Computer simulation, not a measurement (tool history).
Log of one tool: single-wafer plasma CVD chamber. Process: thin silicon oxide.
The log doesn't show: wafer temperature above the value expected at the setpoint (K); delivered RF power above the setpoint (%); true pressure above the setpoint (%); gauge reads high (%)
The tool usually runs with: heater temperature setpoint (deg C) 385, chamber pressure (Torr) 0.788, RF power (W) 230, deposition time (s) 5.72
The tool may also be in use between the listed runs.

run	hour	heater temperature setpoint (deg C)	chamber pressure (Torr)	RF power (W)	deposition time (s)	wafers since the last listed run	hours since the last thermocouple change	hours since the last RF generator calibration	hours since the last manometer calibration	hours since the showerhead was replaced	hours since the gauge calibration	read-back reference wafer on the same gauge, thickness_nm	mean film thickness on the monitor wafer (angstrom)
1	0.0	385	0.920	230	5.72	0	1066.4	999.0	2153.9	5348.8	1013.5	7.460	106.27
2	54.8	385	0.788	250	5.72	2087	1121.2	1053.8	2208.7	5403.6	1068.3	7.456	97.67
3	107.1	385	0.788	250	5.72	1992	1173.5	1106.1	2261.0	5455.9	1120.6	7.452	98.52
4	185.6	385	0.788	250	5.72	2990	1252.0	1184.6	2339.5	5534.4	1199.1	7.462	98.40
5	239.0	385	0.788	200	5.72	2034	1305.4	1238.0	2392.9	5587.8	1252.5	7.472	86.98
6	339.6	385	0.788	230	5.72	3832	1406.0	1338.6	2493.5	5688.4	1353.1	7.464	93.55
7	406.9	385	0.788	230	5.72	2564	1473.3	1405.9	2560.8	5755.7	1420.4	7.455	93.82
# hour 458.5: thermocouple changed; heater temperature recalibrated
# hour 481.7: gauge calibrated
8	485.3	385	0.788	230	5.72	2682	26.8	1484.3	2639.2	5834.1	3.6	7.470	94.57
9	584.5	385	0.788	230	5.72	3779	126.0	1583.5	2738.4	5933.3	102.8	7.467	94.68
10	683.9	385	0.788	230	5.72	3787	225.4	1682.9	2837.8	6032.7	202.2	7.458	94.11
11	725.5	385	0.788	215	5.72	1584	267.0	1724.5	2879.4	6074.3	243.8	7.456	90.80
12	765.4	385	0.788	200	5.72	1520	306.9	1764.4	2919.3	6114.2	283.7	7.465	86.96
# hour 839.7: RF generator calibrated
13	840.2	375	0.710	185	5.72	2545	381.7	0.5	2994.1	6189.0	358.5	7.460	76.89
14	892.7	385	0.936	230	6.75	2000	434.2	53.0	3046.6	6241.5	411.0	7.462	126.50
15	981.0	374	0.788	185	5.21	3364	522.5	141.3	3134.9	6329.8	499.3	7.452	76.70
# hour 1027.6: capacitance manometer re-zeroed and calibrated
16	1078.3	374	0.659	230	6.10	3402	619.8	238.6	50.7	6427.1	596.6	7.462	80.03
# hour 1103.8: showerhead replaced
17	1165.3	385	0.850	245	5.72	3009	706.8	325.6	137.7	61.5	683.6	7.462	98.01
18	1227.0	385	0.895	230	5.72	2350	768.5	387.3	199.4	123.2	745.3	7.461	98.16
19	1292.4	385	0.928	230	4.60	2491	833.9	452.7	264.8	188.6	810.7	7.454	82.35
20	1335.9	385	0.634	230	5.72	1657	877.4	496.2	308.3	232.1	854.2	7.461	73.52
21	1373.3	394	0.788	230	6.46	1424	914.8	533.6	345.7	269.5	891.6	7.459	101.32
22	1447.5	385	0.788	230	5.72	2826	989.0	607.8	419.9	343.7	965.8	7.464	89.87

Each row is a separate what-if for the run after 22, all from the same tool condition, not one after another. Results?
A	1447.9	385	0.788	230	5.72	15	989.4	608.2	420.3	344.1	966.2	?	?
B	1447.9	370	0.676	230	5.36	15	989.4	608.2	420.3	344.1	966.2	?	?
C	1447.9	379	0.627	190	5.72	15	989.4	608.2	420.3	344.1	966.2	?	?
D	1447.9	385	0.966	245	6.04	15	989.4	608.2	420.3	344.1	966.2	?	?
E	1447.9	373	0.788	250	5.72	15	989.4	608.2	420.3	344.1	966.2	?	?

run	read-back reference wafer on the same gauge, thickness_nm	mean film thickness on the monitor wafer (angstrom)
A	7.450	90.02
B	7.450	74.24
C	7.450	65.70
D	7.450	115.59
E	7.450	94.89
Take away the tool's hidden state, keep each run's random variation, and the runs would have read:
run	mean film thickness on the monitor wafer (angstrom)
A	88.01
B	72.44
C	64.04
D	113.29
E	92.77

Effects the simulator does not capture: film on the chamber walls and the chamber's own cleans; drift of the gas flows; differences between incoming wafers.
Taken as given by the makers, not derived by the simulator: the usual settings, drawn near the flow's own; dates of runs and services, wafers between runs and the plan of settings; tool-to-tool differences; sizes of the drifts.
